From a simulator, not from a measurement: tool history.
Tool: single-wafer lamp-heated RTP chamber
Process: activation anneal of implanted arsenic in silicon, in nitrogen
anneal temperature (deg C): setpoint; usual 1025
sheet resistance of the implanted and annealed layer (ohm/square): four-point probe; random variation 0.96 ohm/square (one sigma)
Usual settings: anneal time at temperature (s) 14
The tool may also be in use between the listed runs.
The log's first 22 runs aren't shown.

run    hour  anneal temperature (deg C)  anneal time at temperature (s)  wafers since the last listed run  wafers since the last pyrometer calibration  wafers since the reflector plate was cleaned  hours since the gauge calibration  read-back reference wafer on the same gauge, sheet resistance  sheet resistance of the implanted and annealed layer (ohm/square)
     1100.8  -- pyrometer window cleaned and pyrometer calibrated
 23  1121.1                        1055                              14                               609                                          422                                         11449                              335.4                                                         626.81                                                             628.67
 24    1166                        1053                              14                               937                                         1360                                         12387                              380.3                                                         627.19                                                             626.23
     1185.5  -- reflector plate cleaned
 25  1222.8                         996                              22                              1019                                         2379                                           779                              437.1                                                         626.59                                                             641.33
 26  1290.3                        1025                               7                              1409                                         3789                                          2189                              504.6                                                          626.9                                                             645.81
 27  1349.5                        1007                               7                              1236                                         5025                                          3425                              563.8                                                         627.47                                                             650.48
 28    1385                        1041                              14                               741                                         5767                                          4167                              599.3                                                         626.74                                                             630.72
     1426.2  -- pyrometer window cleaned and pyrometer calibrated
 29  1446.4                        1025                              14                              1115                                          421                                          5282                              660.7                                                         626.62                                                              639.6
 30  1471.4                        1000                               8                               522                                          943                                          5804                              685.7                                                         626.97                                                             651.34
 31  1571.5                        1006                              10                              2090                                         3034                                          7894                              785.8                                                         627.37                                                             646.77
 32  1606.6                        1012                               6                               733                                         3767                                          8627                              820.9                                                          626.8                                                             650.39
 33  1636.1                        1025                              14                               616                                         4383                                          9243                              850.4                                                         627.06                                                             636.55
 34  1676.7                        1025                              14                               847                                         5231                                         10091                                891                                                          627.2                                                             635.38
 35  1706.1                        1025                              21                               613                                         5845                                         10705                              920.4                                                         627.08                                                             628.88

Forecast each of these 3 alternatives for the next run:
  A  1706.5                        1025                              14                                 8                                         5853                                         10714                              920.8                                                              ?                                                                  ?
  B  1706.5                        1054                              17                                 8                                         5853                                         10714                              920.8                                                              ?                                                                  ?
  C  1706.5                        1025                              18                                 8                                         5853                                         10714                              920.8                                                              ?                                                                  ?

run  read-back reference wafer on the same gauge, sheet resistance  sheet resistance of the implanted and annealed layer (ohm/square)
  A                                                         627.22                                                              638.3
  B                                                         627.22                                                              620.3
  C                                                         627.22                                                             633.91
Without the tool's hidden state the same runs would have given:
run  sheet resistance of the implanted and annealed layer (ohm/square)
  A                                                              642.4
  B                                                              627.2
  C                                                             638.74
